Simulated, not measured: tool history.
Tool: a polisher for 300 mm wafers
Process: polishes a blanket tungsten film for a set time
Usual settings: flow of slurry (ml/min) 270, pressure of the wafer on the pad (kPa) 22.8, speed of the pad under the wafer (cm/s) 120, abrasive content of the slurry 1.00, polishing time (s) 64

run     day  flow of slurry (ml/min)  pressure of the wafer on the pad (kPa)  speed of the pad under the wafer (cm/s)  abrasive content of the slurry  polishing time (s)  wafers since the last listed run  wafers polished on this pad  hours since the slurry nozzle was cleaned  hours since the head pressure was calibrated  hours since the slurry blender was calibrated  hours since the slurry got fresh peroxide  incoming thickness of the incoming film, nm  film removed (nm)
  1   0.000                      270                                    22.8                                      150                            1.00                  64                                 0                         4409                                      107.1                                         484.2                                          189.4                                      122.1                                        895.0              430.9
      0.496  -- head pressure recalibrated
      1.700  -- worn pad replaced by a new one
  2   1.996                      270                                    22.8                                      150                            1.00                  64                               538                           91                                      155.0                                          36.0                                          237.3                                      170.0                                        893.3              404.1
  3   4.821                      270                                    22.8                                      120                            1.00                  64                               872                          963                                      222.8                                         103.8                                          305.1                                      237.8                                        883.5              324.9
  4   6.758                      270                                    22.8                                      120                            1.00                  64                               598                         1561                                      269.3                                         150.3                                          351.6                                      284.3                                        879.6              324.5
      9.192  -- slurry blender recalibrated
  5   9.212                      270                                    22.8                                      120                            1.05                  50                               731                         2293                                      328.2                                         209.2                                            0.5                                      343.2                                        895.1              275.4
  6  11.454                      270                                    22.8                                      120                            1.05                  50                               691                         2985                                      382.0                                         263.0                                           54.3                                      397.0                                        879.7              283.6
     13.679  -- slurry tank refilled with fresh slurry and peroxide
     14.038  -- slurry nozzle cleaned
  7  14.158                      270                                    22.8                                      120                            1.00                  64                               809                         3794                                        2.9                                         327.9                                          119.2                                       11.5                                        897.6              352.3
     16.867  -- worn pad replaced by a new one
     19.296  -- head pressure recalibrated
  8  20.788                      315                                    22.8                                      100                            0.90                  53                              1969                         1184                                      162.0                                          35.8                                          278.3                                      170.6                                        892.9              209.6
  9  22.612                      270                                    22.8                                      120                            1.00                  64                               563                         1747                                      205.8                                          79.6                                          322.1                                      214.4                                        884.4              314.2
 10  23.683                      270                                    22.8                                      150                            1.00                  64                               330                         2078                                      231.5                                         105.3                                          347.8                                      240.1                                        877.8              393.0
     27.167  -- slurry blender recalibrated
     31.229  -- slurry tank refilled with fresh slurry and peroxide
     31.258  -- slurry nozzle cleaned
 11  32.250                      270                                    22.8                                      120                            1.00                  64                              2597                         4676                                       23.8                                         310.9                                          122.0                                       24.5                                        874.2              347.8
     33.167  -- worn pad replaced by a new one
 12  34.896                      270                                    22.8                                      140                            1.20                  44                               765                          534                                       87.3                                         374.4                                          185.5                                       88.0                                        881.6              285.2
 13  37.371                      270                                    15.9                                      120                            1.00                  64                               764                         1298                                      146.7                                         433.8                                          244.9                                      147.4                                        883.2              233.6
 14  38.454                      270                                    22.8                                      120                            1.00                  64                               334                         1632                                      172.7                                         459.8                                          270.9                                      173.4                                        891.8              331.5
     40.229  -- head pressure recalibrated
 15  41.067                      195                                    22.8                                      108                            1.00                  64                               780                         2413                                      235.4                                          20.1                                          333.6                                      236.1                                        881.9              262.3
     41.958  -- slurry blender recalibrated
 16  43.179                      270                                    22.8                                      152                            1.10                  49                               626                         3039                                      286.1                                          70.8                                           29.3                                      286.8                                        901.2              334.7
 17  46.108                      270                                    17.2                                      120                            1.00                  64                               904                         3944                                      356.4                                         141.1                                           99.6                                      357.1                                        891.0              256.1
     48.421  -- slurry tank refilled with fresh slurry and peroxide
 18  48.496                      270                                    22.8                                      120                            1.00                  64                               724                         4668                                      413.7                                         198.4                                          156.9                                        1.8                                        874.6              331.5
     49.946  -- worn pad replaced by a new one
 19  50.158                      235                                    22.8                                      120                            1.00                  64                               461                           66                                      453.6                                         238.3                                          196.8                                       41.7                                        890.3              333.5
     51.100  -- slurry nozzle cleaned
 20  52.079                      270                                    26.2                                      120                            1.00                  46                               580                          646                                       23.5                                         284.4                                          242.9                                       87.8                                        890.9              284.0
 21  53.888                      205                                    16.5                                      120                            1.20                  64                               558                         1204                                       66.9                                         327.8                                          286.3                                      131.2                                        889.2              242.1
 22  58.283                      310                                    29.6                                      120                            0.75                  64                              1356                         2561                                      172.4                                         433.3                                          391.8                                      236.7                                        895.7              401.5
     59.088  -- slurry blender recalibrated
     59.933  -- head pressure recalibrated
 23  60.921                      205                                    22.8                                      120                            1.00                  64                               762                         3324                                      235.7                                          23.7                                           44.0                                      300.0                                        894.7              323.5
 24  63.871                      270                                    22.8                                       90                            1.00                  64                               910                         4234                                      306.5                                          94.5                                          114.8                                      370.8                                        870.6              250.9
     65.371  -- worn pad replaced by a new one
 25  66.738                      215                                    19.3                                      148                            1.00                  64                               833                          422                                      375.3                                         163.3                                          183.6                                      439.6                                        871.1              345.2

The tool's hidden state at each run:
removal rate lost through wear of the pad, %: 0, the same for each run
slurry flow missing at the pad, %: 0, the same for each run
peroxide lost from the slurry, %: 0, the same for each run
H1: deviation of the head's pressure from its setpoint, %
H2: abrasive missing from the slurry, %
run    H1    H2
  1  11.3  14.9
  2  3.54  18.3
  3  6.92  23.2
  4  8.56  26.5
  5  10.1  2.71
  6  11.1  6.54
  7  11.9  11.2
  8  1.83  22.5
  9  4.17  25.6
 10  5.29  27.5
 11  10.1  10.6
 12  10.7  15.1
 13  11.1  19.3
 14  11.2  21.2
 15  1.58  25.7
 16   4.5  5.42
 17  7.33  10.4
 18   8.9  14.5
 19  9.72  17.4
 20  10.5  20.6
 21    11  23.7
 22  11.8  31.3
 23   3.3  4.45
 24  7.06   9.5
 25  9.48  14.4

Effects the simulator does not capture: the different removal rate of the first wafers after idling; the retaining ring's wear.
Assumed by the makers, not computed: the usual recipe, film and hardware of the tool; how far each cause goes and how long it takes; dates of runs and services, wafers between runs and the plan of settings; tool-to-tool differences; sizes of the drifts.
